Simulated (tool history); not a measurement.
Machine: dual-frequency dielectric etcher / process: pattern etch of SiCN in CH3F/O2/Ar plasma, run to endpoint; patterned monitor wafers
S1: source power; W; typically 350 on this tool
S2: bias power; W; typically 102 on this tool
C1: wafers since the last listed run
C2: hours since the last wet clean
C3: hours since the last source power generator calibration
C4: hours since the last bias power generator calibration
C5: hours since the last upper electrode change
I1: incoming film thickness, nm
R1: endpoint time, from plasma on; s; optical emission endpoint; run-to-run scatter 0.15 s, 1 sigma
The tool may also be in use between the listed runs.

run 1 hour=0.0 | S1=410 S2=102 | C1=0 C2=105.3 C3=1145.3 C4=3675.7 C5=1114.1 | I1=7.81 | R1=17.1
run 2 hour=65.7 | S1=350 S2=122 | C1=1197 C2=171.0 C3=1211.0 C4=3741.4 C5=1179.8 | I1=7.85 | R1=17.8
run 3 hour=160.7 | S1=350 S2=122 | C1=1731 C2=266.0 C3=1306.0 C4=3836.4 C5=1274.8 | I1=7.88 | R1=18.0
run 4 hour=314.0 | S1=350 S2=102 | C1=2794 C2=419.3 C3=1459.3 C4=3989.7 C5=1428.1 | I1=7.88 | R1=19.3
run 5 hour=406.2 | S1=350 S2=102 | C1=1680 C2=511.5 C3=1551.5 C4=4081.9 C5=1520.3 | I1=7.90 | R1=19.6
run 6 hour=472.9 | S1=350 S2=102 | C1=1215 C2=578.2 C3=1618.2 C4=4148.6 C5=1587.0 | I1=7.88 | R1=19.4
run 7 hour=568.6 | S1=350 S2=102 | C1=1744 C2=673.9 C3=1713.9 C4=4244.3 C5=1682.7 | I1=7.86 | R1=19.5
run 8 hour=617.8 | S1=350 S2=102 | C1=896 C2=723.1 C3=1763.1 C4=4293.5 C5=1731.9 | I1=7.90 | R1=20.1
run 9 hour=679.7 | S1=370 S2=102 | C1=1128 C2=785.0 C3=1825.0 C4=4355.4 C5=1793.8 | I1=7.94 | R1=19.4
-- hour=704.1 wet clean of the chamber
-- hour=764.4 bias power generator calibrated
run 10 hour=776.1 | S1=370 S2=102 | C1=1246 C2=72.0 C3=1921.4 C4=11.7 C5=1890.2 | I1=7.87 | R1=18.5
run 11 hour=861.6 | S1=350 S2=102 | C1=1558 C2=157.5 C3=2006.9 C4=97.2 C5=1975.7 | I1=7.89 | R1=19.0
-- hour=942.9 upper electrode replaced
run 12 hour=947.6 | S1=350 S2=102 | C1=1130 C2=243.5 C3=2092.9 C4=183.2 C5=4.7 | I1=7.89 | R1=19.1
run 13 hour=1043.0 | S1=350 S2=120 | C1=1738 C2=338.9 C3=2188.3 C4=278.6 C5=100.1 | I1=7.89 | R1=18.4
run 14 hour=1147.7 | S1=350 S2=120 | C1=1908 C2=443.6 C3=2293.0 C4=383.3 C5=204.8 | I1=7.88 | R1=18.6
run 15 hour=1249.2 | S1=350 S2=102 | C1=1850 C2=545.1 C3=2394.5 C4=484.8 C5=306.3 | I1=7.90 | R1=19.8
run 16 hour=1291.5 | S1=410 S2=115 | C1=771 C2=587.4 C3=2436.8 C4=527.1 C5=348.6 | I1=7.87 | R1=17.9
run 17 hour=1339.0 | S1=270 S2=127 | C1=865 C2=634.9 C3=2484.3 C4=574.6 C5=396.1 | I1=7.88 | R1=20.9
-- hour=1453.9 wet clean of the chamber
run 18 hour=1454.4 | S1=350 S2=102 | C1=1666 C2=0.5 C3=2599.7 C4=690.0 C5=511.5 | I1=7.85 | R1=18.7
run 19 hour=1520.4 | S1=350 S2=102 | C1=1203 C2=66.5 C3=2665.7 C4=756.0 C5=577.5 | I1=7.96 | R1=19.0
run 20 hour=1567.5 | S1=290 S2=121 | C1=858 C2=113.6 C3=2712.8 C4=803.1 C5=624.6 | I1=7.96 | R1=19.7
-- hour=1593.1 source power generator calibrated
run 21 hour=1621.4 | S1=420 S2=102 | C1=909 C2=167.5 C3=28.3 C4=857.0 C5=678.5 | I1=7.84 | R1=17.5
run 22 hour=1709.2 | S1=370 S2=102 | C1=1600 C2=255.3 C3=116.1 C4=944.8 C5=766.3 | I1=7.89 | R1=18.4
run 23 hour=1757.2 | S1=350 S2=102 | C1=874 C2=303.3 C3=164.1 C4=992.8 C5=814.3 | I1=7.95 | R1=19.7
run 24 hour=1857.1 | S1=350 S2=127 | C1=1820 C2=403.2 C3=264.0 C4=1092.7 C5=914.2 | I1=7.92 | R1=18.2
run 25 hour=1910.1 | S1=430 S2=90 | C1=966 C2=456.2 C3=317.0 C4=1145.7 C5=967.2 | I1=7.85 | R1=18.2

Forecast run 26:
-- hour=2221.7 wet clean of the chamber
run 26 hour=2223.1 | S1=390 S2=85 | C1=5267 C2=1.4 C3=630.0 C4=1458.7 C5=1280.2 | I1=7.93 | R1=?

Run 26 produced R1 19.1 s.
Had the tool carried no hidden state, the very same run would have given R1 19.1 s.

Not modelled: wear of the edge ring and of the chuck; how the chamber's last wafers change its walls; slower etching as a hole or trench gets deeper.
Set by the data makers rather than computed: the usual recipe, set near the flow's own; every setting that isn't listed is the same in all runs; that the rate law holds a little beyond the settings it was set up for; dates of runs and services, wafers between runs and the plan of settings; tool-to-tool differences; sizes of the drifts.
